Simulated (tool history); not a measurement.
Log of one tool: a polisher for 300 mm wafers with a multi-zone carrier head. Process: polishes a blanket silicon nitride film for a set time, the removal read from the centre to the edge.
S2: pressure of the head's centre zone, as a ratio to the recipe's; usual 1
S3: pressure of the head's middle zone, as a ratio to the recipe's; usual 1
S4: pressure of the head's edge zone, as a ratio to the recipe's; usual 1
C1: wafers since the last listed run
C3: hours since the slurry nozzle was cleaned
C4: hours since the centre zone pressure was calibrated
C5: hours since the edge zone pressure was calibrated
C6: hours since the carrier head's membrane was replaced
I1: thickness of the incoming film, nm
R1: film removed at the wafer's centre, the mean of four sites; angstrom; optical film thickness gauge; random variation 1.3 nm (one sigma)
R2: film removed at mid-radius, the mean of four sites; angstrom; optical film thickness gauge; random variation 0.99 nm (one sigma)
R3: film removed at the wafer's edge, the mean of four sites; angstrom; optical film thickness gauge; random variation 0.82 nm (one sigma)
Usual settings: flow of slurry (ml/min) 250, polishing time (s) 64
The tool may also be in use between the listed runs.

Run 1, day 0: usual settings but S2 0.9; C1 0; wafers polished on this pad 1512; C3 489.1; C4 906.3; C5 288.6; C6 329; I1 769.4. Result: R1 831 angstrom, R2 951 angstrom, R3 956 angstrom.
At day 1.362: worn pad replaced by a new one.
Run 2, day 1.696: usual settings but S2 0.9; C1 425; wafers polished on this pad 92; C3 529.8; C4 947; C5 329.3; C6 369.7; I1 759.4. Result: R1 876 angstrom, R2 973 angstrom, R3 989 angstrom.
Run 3, day 3.658: usual settings but flow of slurry (ml/min) 300, S2 0.97; C1 545; wafers polished on this pad 638; C3 576.9; C4 994.1; C5 376.4; C6 416.8; I1 745.7. Result: R1 944 angstrom, R2 998 angstrom, R3 975 angstrom.
Run 4, day 5.046: usual settings but flow of slurry (ml/min) 300, S2 0.97; C1 386; wafers polished on this pad 1024; C3 610.2; C4 1027.4; C5 409.7; C6 450.1; I1 766.4. Result: R1 937 angstrom, R2 987 angstrom, R3 977 angstrom.
Run 5, day 8.554: usual settings but flow of slurry (ml/min) 300, S2 0.97; C1 976; wafers polished on this pad 2000; C3 694.4; C4 1111.6; C5 493.9; C6 534.3; I1 764.6. Result: R1 914 angstrom, R2 959 angstrom, R3 949 angstrom.
At day 8.942: worn pad replaced by a new one.
Run 6, day 10.775: usual settings but S2 0.97; C1 571; wafers polished on this pad 510; C3 747.7; C4 1164.9; C5 547.2; C6 587.6; I1 758.2. Result: R1 945 angstrom, R2 996 angstrom, R3 984 angstrom.
At day 12.242: carrier head's membrane replaced by a new one.
At day 13.221: slurry nozzle cleaned.
Run 7, day 13.658: usual settings but S2 0.97; C1 732; wafers polished on this pad 1242; C3 10.5; C4 1234.1; C5 616.4; C6 34; I1 761.1. Result: R1 902 angstrom, R2 952 angstrom, R3 963 angstrom.
At day 15.246: edge zone pressure recalibrated.
At day 15.529: worn pad replaced by a new one.
At day 16.062: centre zone pressure recalibrated.
Run 8, day 16.504: usual settings but S2 0.97; C1 698; wafers polished on this pad 248; C3 78.8; C4 10.6; C5 30.2; C6 102.3; I1 751.8. Result: R1 955 angstrom, R2 982 angstrom, R3 980 angstrom.
Run 9, day 18.733: usual settings but S3 0.95; C1 620; wafers polished on this pad 868; C3 132.3; C4 64.1; C5 83.7; C6 155.8; I1 757.2. Result: R1 974 angstrom, R2 939 angstrom, R3 954 angstrom.
Run 10, day 20.05: usual settings; C1 366; wafers polished on this pad 1234; C3 163.9; C4 95.7; C5 115.3; C6 187.4; I1 759.4. Result: R1 930 angstrom, R2 957 angstrom, R3 949 angstrom.
At day 22.046: worn pad replaced by a new one.
Run 11, day 22.067: usual settings but S3 1.06, S4 1.05; C1 514; wafers polished on this pad 6; C3 212.3; C4 144.1; C5 163.7; C6 235.8; I1 743.7. Result: R1 983 angstrom, R2 1061 angstrom, R3 1013 angstrom.
Run 12, day 24.112: usual settings but flow of slurry (ml/min) 220, S2 1.11, S3 0.92; C1 569; wafers polished on this pad 575; C3 261.4; C4 193.2; C5 212.8; C6 284.9; I1 754.4. Result: R1 1054 angstrom, R2 910 angstrom, R3 966 angstrom.

The next listed run, before its measurement:
Run 13, day 26.875: usual settings but flow of slurry (ml/min) 200, S3 1.04, S4 1.04; C1 768; wafers polished on this pad 1343; C3 327.7; C4 259.5; C5 279.1; C6 351.2; I1 760.4. Result: R1 ?, R2 ?, R3 ?.

{"run 13": {"R1": 931, "R2": 969, "R3": 956}}
Without the tool's hidden state the same run would have given R1 972 angstrom, R2 1012 angstrom, R3 999 angstrom.
